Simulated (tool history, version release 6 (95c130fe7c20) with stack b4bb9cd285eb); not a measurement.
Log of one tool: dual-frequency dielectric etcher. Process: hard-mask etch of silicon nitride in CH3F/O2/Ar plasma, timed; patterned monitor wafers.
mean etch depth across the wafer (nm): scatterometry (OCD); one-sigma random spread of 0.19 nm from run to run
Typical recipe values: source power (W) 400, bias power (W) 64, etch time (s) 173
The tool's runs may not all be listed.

run,hour,source power (W),bias power (W),etch time (s),"read-back reference wafer on the same gauge, depth_nm",mean etch depth across the wafer (nm)
1,0,400,64,173,101,125.9
2,28.4,400,64,173,101,125.6
3,39,400,64,173,101,125.8
4,52.9,400,54,173,101,117.8
5,66.6,400,54,173,101,118.1
6,73.4,400,64,173,101,125.9
7,80.5,400,64,173,101,126
8,94.8,400,64,173,101,125.8
9,107.9,400,64,173,101,125.7
10,155.6,360,50,205,101,129.6
11,155.9,310,72,216,101,148.8
12,156.3,400,64,173,101,124.9
13,156.7,450,77,145,101,117.1
14,164.1,400,64,173,101,124.6
15,178.2,400,75,149.5,101,114.7
16,184.7,300,59,173,101,109.1
17,202.1,310,56,199.5,101,124.9
18,218.1,400,64,173,101,124.9
19,228.8,400,64,173,101,125.1
20,243.9,400,79,173,101.1,135.5
21,254.8,400,54,211,101,143.3
22,272.1,330,64,156.5,101,105.4
23,286.4,400,57,156,101,108.1
24,295.8,310,64,198.5,101,131
25,308.8,400,64,173,101,125.2
26,319.2,370,80,191,101,146.6
27,331.9,500,54,199.5,101,147.1
28,343.9,400,49,173,100.9,113.3
29,353,400,64,173,101,125.4
30,377.9,320,72,157,101,109.9

Not shown: 5 entries that the log had between the listed runs. Between which runs, and how does the tool's hidden state differ before and after?
Runs 1 to 2: bias power generator calibrated (hour 12.8); source power generator calibrated (hour 20.3)
  etch rate over this chamber's usual, %: 0.617 -> 0.658
  measured result minus the result with no hidden state, mean etch depth across the wafer (nm): +0.8 -> +0.8
Runs 8 to 9: gauge calibrated (hour 97.1)
  etch rate over this chamber's usual, %: 0.754 -> 0.773
  measured result minus the result with no hidden state, mean etch depth across the wafer (nm): +0.9 -> +1
Runs 9 to 10: wet clean of the chamber (hour 139.7); upper electrode replaced (hour 155.1)
  etch rate over this chamber's usual, %: 0.773 -> -0.0433
  measured result minus the result with no hidden state, mean etch depth across the wafer (nm): +1 -> +0
